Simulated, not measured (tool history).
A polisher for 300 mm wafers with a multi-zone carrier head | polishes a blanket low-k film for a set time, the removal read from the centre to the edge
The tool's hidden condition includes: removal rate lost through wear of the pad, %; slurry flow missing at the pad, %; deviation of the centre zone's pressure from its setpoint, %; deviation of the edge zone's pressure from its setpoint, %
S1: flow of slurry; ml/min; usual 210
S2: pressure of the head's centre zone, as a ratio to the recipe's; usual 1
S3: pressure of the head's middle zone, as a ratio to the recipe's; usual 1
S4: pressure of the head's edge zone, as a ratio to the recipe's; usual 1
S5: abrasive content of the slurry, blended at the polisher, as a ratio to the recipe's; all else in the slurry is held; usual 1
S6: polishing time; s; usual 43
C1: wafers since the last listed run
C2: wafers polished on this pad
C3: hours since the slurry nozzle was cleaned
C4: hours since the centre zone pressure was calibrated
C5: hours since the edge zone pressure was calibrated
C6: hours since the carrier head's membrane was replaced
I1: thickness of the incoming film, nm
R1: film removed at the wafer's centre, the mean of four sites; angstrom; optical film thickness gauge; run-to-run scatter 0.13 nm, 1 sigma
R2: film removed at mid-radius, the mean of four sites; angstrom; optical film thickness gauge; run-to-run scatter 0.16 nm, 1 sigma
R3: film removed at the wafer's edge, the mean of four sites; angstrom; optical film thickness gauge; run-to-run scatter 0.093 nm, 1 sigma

run	hour	S1	S2	S3	S4	S5	S6	C1	C2	C3	C4	C5	C6	I1	R1	R2	R3
1	0	210	1	1	1.09	1	43	0	282	81	977.8	696.5	1290.3	403.4	118	122	128
2	12.9	210	1	1	1.09	1	43	213	496	93.9	990.7	709.4	1303.2	402.6	118	121	127
# hour 22.2: worn pad replaced by a new one
3	27.1	210	1	1	1.09	1	43	168	81	108.1	1004.9	723.6	1317.4	402.4	120	123	131
4	35	210	1	0.96	1	1	43	130	211	116	1012.8	731.5	1325.3	393.4	122	118	122
# hour 54.9: worn pad replaced by a new one
# hour 55.8: centre zone pressure recalibrated
5	56.3	210	0.92	1	1	1	43	270	7	137.3	0.5	752.8	1346.6	397	112	124	126
6	60.8	210	1	1	1	1	43	74	82	141.8	5	757.3	1351.1	393.8	119	124	125
7	72.8	210	1	1.08	1	1	43	198	280	153.8	17	769.3	1363.1	399.3	119	128	121
8	79.7	145	0.97	1.1	0.89	1	43	114	394	160.7	23.9	776.2	1370	400.8	106	118	109
# hour 85.4: worn pad replaced by a new one
9	91.6	155	1	1	1	1	31	130	102	172.6	35.8	788.1	1381.9	394.4	82	84	87
# hour 97.7: carrier head's membrane replaced by a new one
# hour 99.6: slurry nozzle cleaned
10	103.1	210	0.96	1	1	0.8	43	90	193	3.5	47.3	799.6	5.4	401.5	102	107	111
11	109.6	210	1	1	1	1	43	107	300	10	53.8	806.1	11.9	396.6	119	122	123
# hour 111.8: edge zone pressure recalibrated
# hour 115: worn pad replaced by a new one
12	119.6	145	1	1	0.88	1	51	79	76	20	63.8	7.8	21.9	397.1	133	136	132
13	137.4	240	1	1.05	1	1	43	294	370	37.8	81.6	25.6	39.7	399.7	122	126	126
# hour 151.6: worn pad replaced by a new one
14	152.6	210	1.08	0.9	1	1	43	185	16	53	96.8	40.8	54.9	396.6	133	113	128

Forecast each of these 3 alternatives for the next run:
A	153	210	1	1	1	1	43	6	22	53.4	97.2	41.2	55.3	406.9	?	?	?
B	153	165	1.03	1	1	1	56	6	22	53.4	97.2	41.2	55.3	406.9	?	?	?
C	153	210	1	1	1.03	1	43	6	22	53.4	97.2	41.2	55.3	406.9	?	?	?

run	R1	R2	R3
A	123	125	127
B	157	156	160
C	123	125	129
Without the tool's hidden state the same runs would have given:
run	R1	R2	R3
A	124	126	128
B	159	158	162
C	124	126	130
